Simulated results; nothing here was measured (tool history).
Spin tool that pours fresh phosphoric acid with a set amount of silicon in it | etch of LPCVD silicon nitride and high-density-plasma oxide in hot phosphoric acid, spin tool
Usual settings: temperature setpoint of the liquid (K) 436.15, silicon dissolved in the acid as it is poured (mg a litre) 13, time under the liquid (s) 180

run     day  temperature setpoint of the liquid (K)  silicon dissolved in the acid as it is poured (mg a litre)  time under the liquid (s)  read-back film thickness of the LPCVD silicon nitride reference wafer, read on the same gauge (nm)  read-back film thickness of the high-density-plasma oxide reference wafer, read on the same gauge (nm)  thickness taken off the LPCVD silicon nitride on a monitor wafer (nm)  thickness taken off the high-density-plasma oxide on a monitor wafer (nm)
  1       0                                  435.15                                                        18.5                        240                                                                                              129.98                                                                                                 109.997                                                                  23.66                                                                      0.712
  2   1.658                                  436.15                                                          13                        180                                                                                                 130                                                                                                 109.978                                                                  18.27                                                                      0.628
  3   4.267                                  435.15                                                           4                        110                                                                                              130.01                                                                                                 110.001                                                                  10.67                                                                       0.48
  4   7.108                                  437.65                                                          13                        180                                                                                                 130                                                                                                 109.983                                                                  19.07                                                                      0.801
  5   9.725                                  436.15                                                          13                        180                                                                                              130.01                                                                                                 109.968                                                                  17.96                                                                      0.658
  6  11.862                                  436.15                                                          13                        180                                                                                              130.03                                                                                                  110.02                                                                  18.02                                                                      0.738
     14.354  -- thermometer replaced
  7  14.375                                  436.15                                                          13                         85                                                                                              129.97                                                                                                 109.993                                                                   8.56                                                                      0.336
  8  17.088                                  436.15                                                          13                        180                                                                                              130.03                                                                                                 109.947                                                                  17.92                                                                      0.771
  9  18.654                                  433.65                                                          13                        180                                                                                              129.99                                                                                                 110.014                                                                  16.47                                                                      0.582
     19.312  -- dissolved silicon flow meter replaced
     20.775  -- gauge calibrated
 10  20.862                                  437.15                                                         5.5                        140                                                                                                 130                                                                                                 110.007                                                                  14.26                                                                      0.617

Run 11 comes next. What will it give?
 11  23.05                                  436.15                                                          13                        180                                                                                                   ?                                                                                                       ?                                                                      ?                                                                          ?

read-back film thickness of the LPCVD silicon nitride reference wafer, read on the same gauge (nm): 130.03
read-back film thickness of the high-density-plasma oxide reference wafer, read on the same gauge (nm): 110.001
thickness taken off the LPCVD silicon nitride on a monitor wafer (nm): 17.66
thickness taken off the high-density-plasma oxide on a monitor wafer (nm): 0.636
Without the tool's hidden state the same run would have given thickness taken off the LPCVD silicon nitride on a monitor wafer (nm) 18.18, thickness taken off the high-density-plasma oxide on a monitor wafer (nm) 0.677.
